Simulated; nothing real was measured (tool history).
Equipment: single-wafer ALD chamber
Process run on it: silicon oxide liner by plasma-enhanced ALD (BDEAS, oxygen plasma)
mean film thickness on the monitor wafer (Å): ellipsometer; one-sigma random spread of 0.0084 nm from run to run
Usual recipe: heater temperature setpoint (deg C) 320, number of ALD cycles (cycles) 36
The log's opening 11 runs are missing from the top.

run   hour  heater temperature setpoint (deg C)  number of ALD cycles (cycles)  read-back reference wafer on the same gauge, thickness_nm  mean film thickness on the monitor wafer (Å)
 12  238.8                                  320                             36                                                      2.744                                         33.86
 13  263.1                                  320                             36                                                      2.746                                         33.87
 14  282.8                                  320                             36                                                      2.746                                         33.84
 15  305.8                                  320                             34                                                      2.747                                            32
 16  337.4                                  320                             34                                                      2.749                                         32.03
 17  361.1                                  320                             34                                                      2.751                                         31.88
 18  390.7                                  320                             40                                                      2.753                                         37.74
 19  406.5                                  320                             36                                                      2.755                                         33.88
 20  432.4                                  306                             40                                                      2.757                                         38.53
 21  445.3                                  335                             36                                                      2.759                                          33.1
 22  475.6                                  333                             36                                                       2.76                                         33.21
 23  496.2                                  316                             30                                                      2.762                                         28.45
 24  530.5                                  315                             36                                                      2.765                                         34.33
 25  546.1                                  320                             36                                                      2.767                                         34.16
 26  559.2                                  320                             39                                                      2.768                                         37.08
 27  574.7                                  328                             43                                                       2.77                                         40.13
     600.3  -- thermocouple changed; heater temperature recalibrated
 28    607                                  311                             29                                                      2.772                                         27.75
 29  635.6                                  320                             36                                                      2.776                                         34.02
     659.1  -- gauge calibrated
 30  660.3                                  305                             43                                                      2.734                                         41.09
 31    688                                  311                             29                                                      2.735                                          27.5
 32  715.3                                  312                             31                                                      2.734                                         29.27

The next listed run, before its measurement:
 33  745.3                                  331                             32                                                          ?                                             ?

read-back reference wafer on the same gauge, thickness_nm: 2.736
mean film thickness on the monitor wafer (Å): 29.55
Had the tool carried no hidden state, the very same run would have given mean film thickness on the monitor wafer (Å) 29.49.
